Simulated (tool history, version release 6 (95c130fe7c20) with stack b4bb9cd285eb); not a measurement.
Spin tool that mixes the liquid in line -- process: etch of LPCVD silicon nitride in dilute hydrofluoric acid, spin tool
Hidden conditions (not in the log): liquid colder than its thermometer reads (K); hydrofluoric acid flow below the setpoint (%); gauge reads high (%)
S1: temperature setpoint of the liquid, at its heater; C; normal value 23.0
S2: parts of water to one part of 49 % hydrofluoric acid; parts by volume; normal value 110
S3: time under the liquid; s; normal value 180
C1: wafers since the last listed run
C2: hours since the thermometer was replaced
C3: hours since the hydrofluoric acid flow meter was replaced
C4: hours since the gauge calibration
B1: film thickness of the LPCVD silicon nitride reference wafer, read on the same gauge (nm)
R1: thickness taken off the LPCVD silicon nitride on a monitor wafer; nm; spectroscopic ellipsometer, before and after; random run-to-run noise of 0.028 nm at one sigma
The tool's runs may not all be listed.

{"run": 1, "hour": 0.0, "S1": 23.0, "S2": 110, "S3": 180, "C1": 0, "C2": 371.2, "C3": 1905.1, "C4": 408.0, "B1": 50.003, "R1": 0.833}
{"run": 2, "hour": 7.1, "S1": 23.0, "S2": 110, "S3": 180, "C1": 42, "C2": 378.3, "C3": 1912.2, "C4": 415.1, "B1": 49.978, "R1": 0.867}
{"run": 3, "hour": 14.4, "S1": 23.0, "S2": 110, "S3": 180, "C1": 43, "C2": 385.6, "C3": 1919.5, "C4": 422.4, "B1": 49.958, "R1": 0.888}
{"run": 4, "hour": 28.8, "S1": 27.0, "S2": 110, "S3": 220, "C1": 86, "C2": 400.0, "C3": 1933.9, "C4": 436.8, "B1": 50.001, "R1": 1.4}
{"run": 5, "hour": 46.4, "S1": 25.5, "S2": 110, "S3": 180, "C1": 105, "C2": 417.6, "C3": 1951.5, "C4": 454.4, "B1": 49.974, "R1": 1.019}
{"run": 6, "hour": 63.5, "S1": 25.5, "S2": 110, "S3": 180, "C1": 102, "C2": 434.7, "C3": 1968.6, "C4": 471.5, "B1": 49.992, "R1": 0.997}
{"run": 7, "hour": 69.6, "S1": 25.5, "S2": 110, "S3": 180, "C1": 36, "C2": 440.8, "C3": 1974.7, "C4": 477.6, "B1": 49.995, "R1": 0.949}
{"run": 8, "hour": 85.4, "S1": 23.0, "S2": 150, "S3": 180, "C1": 95, "C2": 456.6, "C3": 1990.5, "C4": 493.4, "B1": 50.018, "R1": 0.61}
{"run": 9, "hour": 97.4, "S1": 23.0, "S2": 150, "S3": 180, "C1": 72, "C2": 468.6, "C3": 2002.5, "C4": 505.4, "B1": 49.95, "R1": 0.619}
{"run": 10, "hour": 106.7, "S1": 23.0, "S2": 150, "S3": 180, "C1": 55, "C2": 477.9, "C3": 2011.8, "C4": 514.7, "B1": 50.007, "R1": 0.586}
{"run": 11, "hour": 119.7, "S1": 23.0, "S2": 110, "S3": 115, "C1": 78, "C2": 490.9, "C3": 2024.8, "C4": 527.7, "B1": 50.0, "R1": 0.545}
{"hour": 133.6, "done": "gauge calibrated"}
{"hour": 146.4, "done": "thermometer replaced"}
{"run": 12, "hour": 149.9, "S1": 23.0, "S2": 110, "S3": 115, "C1": 175, "C2": 3.5, "C3": 2055.0, "C4": 16.3, "B1": 49.986, "R1": 0.588}
{"run": 13, "hour": 167.6, "S1": 23.0, "S2": 110, "S3": 115, "C1": 106, "C2": 21.2, "C3": 2072.7, "C4": 34.0, "B1": 50.013, "R1": 0.582}
{"run": 14, "hour": 177.6, "S1": 23.0, "S2": 110, "S3": 180, "C1": 60, "C2": 31.2, "C3": 2082.7, "C4": 44.0, "B1": 50.033, "R1": 0.928}
{"run": 15, "hour": 193.3, "S1": 23.0, "S2": 110, "S3": 180, "C1": 94, "C2": 46.9, "C3": 2098.4, "C4": 59.7, "B1": 50.031, "R1": 0.9}
{"run": 16, "hour": 208.5, "S1": 18.5, "S2": 110, "S3": 255, "C1": 91, "C2": 62.1, "C3": 2113.6, "C4": 74.9, "B1": 50.012, "R1": 0.931}
{"hour": 221.7, "done": "hydrofluoric acid flow meter replaced"}
{"run": 17, "hour": 222.0, "S1": 24.5, "S2": 155, "S3": 100, "C1": 75, "C2": 75.6, "C3": 0.3, "C4": 88.4, "B1": 49.993, "R1": 0.421}
{"run": 18, "hour": 228.6, "S1": 23.0, "S2": 110, "S3": 140, "C1": 39, "C2": 82.2, "C3": 6.9, "C4": 95.0, "B1": 50.036, "R1": 0.707}
{"run": 19, "hour": 243.6, "S1": 23.0, "S2": 110, "S3": 135, "C1": 90, "C2": 97.2, "C3": 21.9, "C4": 110.0, "B1": 49.975, "R1": 0.678}
{"run": 20, "hour": 250.0, "S1": 23.0, "S2": 90, "S3": 180, "C1": 38, "C2": 103.6, "C3": 28.3, "C4": 116.4, "B1": 49.994, "R1": 1.106}
{"run": 21, "hour": 284.7, "S1": 21.0, "S2": 110, "S3": 180, "C1": 208, "C2": 138.3, "C3": 63.0, "C4": 151.1, "B1": 49.964, "R1": 0.781}
{"run": 22, "hour": 299.3, "S1": 26.0, "S2": 155, "S3": 180, "C1": 87, "C2": 152.9, "C3": 77.6, "C4": 165.7, "B1": 49.973, "R1": 0.791}
{"run": 23, "hour": 315.9, "S1": 27.0, "S2": 110, "S3": 220, "C1": 99, "C2": 169.5, "C3": 94.2, "C4": 182.3, "B1": 49.95, "R1": 1.444}
{"run": 24, "hour": 333.2, "S1": 25.5, "S2": 110, "S3": 180, "C1": 104, "C2": 186.8, "C3": 111.5, "C4": 199.6, "B1": 50.02, "R1": 1.02}
{"run": 25, "hour": 349.5, "S1": 23.0, "S2": 110, "S3": 180, "C1": 98, "C2": 203.1, "C3": 127.8, "C4": 215.9, "B1": 49.998, "R1": 0.911}
{"run": 26, "hour": 356.2, "S1": 23.0, "S2": 110, "S3": 180, "C1": 40, "C2": 209.8, "C3": 134.5, "C4": 222.6, "B1": 49.975, "R1": 0.924}
{"run": 27, "hour": 406.2, "S1": 26.0, "S2": 110, "S3": 90, "C1": 300, "C2": 259.8, "C3": 184.5, "C4": 272.6, "B1": 50.036, "R1": 0.529}
{"run": 28, "hour": 412.2, "S1": 21.0, "S2": 110, "S3": 180, "C1": 36, "C2": 265.8, "C3": 190.5, "C4": 278.6, "B1": 49.985, "R1": 0.767}
{"run": 29, "hour": 423.3, "S1": 23.0, "S2": 160, "S3": 95, "C1": 66, "C2": 276.9, "C3": 201.6, "C4": 289.7, "B1": 50.021, "R1": 0.318}
{"run": 30, "hour": 438.2, "S1": 19.5, "S2": 110, "S3": 120, "C1": 89, "C2": 291.8, "C3": 216.5, "C4": 304.6, "B1": 50.004, "R1": 0.436}
{"run": 31, "hour": 444.6, "S1": 18.5, "S2": 140, "S3": 180, "C1": 38, "C2": 298.2, "C3": 222.9, "C4": 311.0, "B1": 50.038, "R1": 0.476}
{"run": 32, "hour": 453.2, "S1": 19.0, "S2": 65, "S3": 130, "C1": 51, "C2": 306.8, "C3": 231.5, "C4": 319.6, "B1": 49.965, "R1": 0.783}
{"run": 33, "hour": 466.6, "S1": 25.0, "S2": 110, "S3": 260, "C1": 80, "C2": 320.2, "C3": 244.9, "C4": 333.0, "B1": 50.01, "R1": 1.381}

4 options for the next run, each taken on its own from the tool as it stands now. Forecast them:
{"run": "A", "hour": 467.1, "S1": 26.0, "S2": 110, "S3": 180, "C1": 3, "C2": 320.7, "C3": 245.4, "C4": 333.5, "B1": "?", "R1": "?"}
{"run": "B", "hour": 467.1, "S1": 21.0, "S2": 150, "S3": 150, "C1": 3, "C2": 320.7, "C3": 245.4, "C4": 333.5, "B1": "?", "R1": "?"}
{"run": "C", "hour": 467.1, "S1": 27.0, "S2": 110, "S3": 180, "C1": 3, "C2": 320.7, "C3": 245.4, "C4": 333.5, "B1": "?", "R1": "?"}
{"run": "D", "hour": 467.1, "S1": 27.0, "S2": 90, "S3": 250, "C1": 3, "C2": 320.7, "C3": 245.4, "C4": 333.5, "B1": "?", "R1": "?"}

run=A B1=50.006 R1=1.070
run=B B1=50.006 R1=0.472
run=C B1=50.006 R1=1.142
run=D B1=50.006 R1=1.936
With the hidden condition removed and each run's random variation left untouched, the same runs would have given:
run=A R1=1.188
run=B R1=0.526
run=C R1=1.267
run=D R1=2.149

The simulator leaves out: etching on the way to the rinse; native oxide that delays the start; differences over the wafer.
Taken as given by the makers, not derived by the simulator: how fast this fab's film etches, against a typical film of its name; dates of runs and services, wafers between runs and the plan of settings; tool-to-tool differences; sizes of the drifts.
